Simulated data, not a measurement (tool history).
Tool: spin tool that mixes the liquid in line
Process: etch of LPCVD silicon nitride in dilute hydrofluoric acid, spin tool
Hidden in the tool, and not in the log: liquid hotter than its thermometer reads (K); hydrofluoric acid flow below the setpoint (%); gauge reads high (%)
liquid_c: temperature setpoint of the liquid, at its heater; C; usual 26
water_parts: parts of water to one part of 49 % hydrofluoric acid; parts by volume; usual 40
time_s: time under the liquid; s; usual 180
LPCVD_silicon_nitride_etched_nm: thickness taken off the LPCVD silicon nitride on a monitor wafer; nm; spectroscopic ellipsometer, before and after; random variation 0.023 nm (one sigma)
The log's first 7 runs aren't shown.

run    hour  liquid_c  water_parts  time_s  wafers since the last listed run  hours since the thermometer was replaced  hours since the hydrofluoric acid flow meter was replaced  hours since the gauge calibration  read-back film thickness of the LPCVD silicon nitride reference wafer, read on the same gauge (nm)  LPCVD_silicon_nitride_etched_nm
  8   574.9        29           55     180                               440                                     163.6                                                     1351.8                             1470.1                                                                                             149.985                            2.652
  9   644.9        29           55     180                               628                                     233.6                                                     1421.8                             1540.1                                                                                             150.007                            2.647
      689.2  -- hydrofluoric acid flow meter replaced
 10   845.4        26           40     180                              1792                                     434.1                                                      156.2                             1740.6                                                                                             150.031                            3.059
 11   884.1        26           40     180                               347                                     472.8                                                      194.9                             1779.3                                                                                             149.968                            3.067
 12   970.7        26           40     180                               778                                     559.4                                                      281.5                             1865.9                                                                                              150.02                            3.109
 13  1064.8        26           40     180                               845                                     653.5                                                      375.6                               1960                                                                                             149.974                            3.151
 14  1156.8      22.5           40     180                               826                                     745.5                                                      467.6                               2052                                                                                             149.992                            2.467
 15    1239        31           40     180                               738                                     827.7                                                      549.8                             2134.2                                                                                             149.985                            4.343
     1332.6  -- gauge calibrated
 16  1336.2        26           30     240                               873                                     924.9                                                        647                                3.6                                                                                             149.974                            5.664
     1367.6  -- thermometer replaced
 17  1421.8      28.5           40     255                               760                                      54.2                                                      732.6                               89.2                                                                                             149.969                            4.789
 18  1499.9        26           30     180                               701                                     132.3                                                      810.7                              167.3                                                                                             149.978                            3.784
 19  1604.4      28.5           40     180                               939                                     236.8                                                      915.2                              271.8                                                                                             149.978                            3.438
 20  1664.3        26           40     180                               538                                     296.7                                                      975.1                              331.7                                                                                             150.018                            2.897
 21  1750.8        26           40     180                               777                                     383.2                                                     1061.6                              418.2                                                                                             150.018                            2.903
 22  1805.2        22           40     180                               488                                     437.6                                                       1116                              472.6                                                                                             150.028                            2.225
 23  1854.5        22           40     115                               442                                     486.9                                                     1165.3                              521.9                                                                                             149.987                            1.482
 24    1940        26           25     180                               768                                     572.4                                                     1250.8                              607.4                                                                                             150.013                            4.733
 25  2039.6      24.5           60      90                               894                                       672                                                     1350.4                                707                                                                                             150.009                            0.927
     2127.1  -- hydrofluoric acid flow meter replaced
 26    2140        26           40     180                               893                                     772.4                                                       12.9                              807.4                                                                                             149.994                            3.053
 27  2383.9        26           40     180                              2191                                    1016.3                                                      256.8                             1051.3                                                                                             149.971                            3.128
     2452.7  -- thermometer replaced
 28  2468.7        24           50     250                               753                                        16                                                      341.6                             1136.1                                                                                             150.022                            2.803
 29  2563.6      27.5           45     180                               852                                     110.9                                                      436.5                               1231                                                                                             150.011                            2.878
 30  2619.5        26           40     180                               502                                     166.8                                                      492.4                             1286.9                                                                                             150.009                            2.923
 31  2708.1      23.5           55     135                               796                                     255.4                                                        581                             1375.5                                                                                             150.025                            1.377

Forecast run 32:
 32  2780.8      21.5           40     180                               653                                     328.1                                                      653.7                             1448.2                                                                                                   ?                                ?

{"run 32": {"read-back film thickness of the LPCVD silicon nitride reference wafer, read on the same gauge (nm)": 150.015, "LPCVD_silicon_nitride_etched_nm": 2.188}}
Without the tool's hidden state the same run would have given LPCVD_silicon_nitride_etched_nm 2.072 nm.
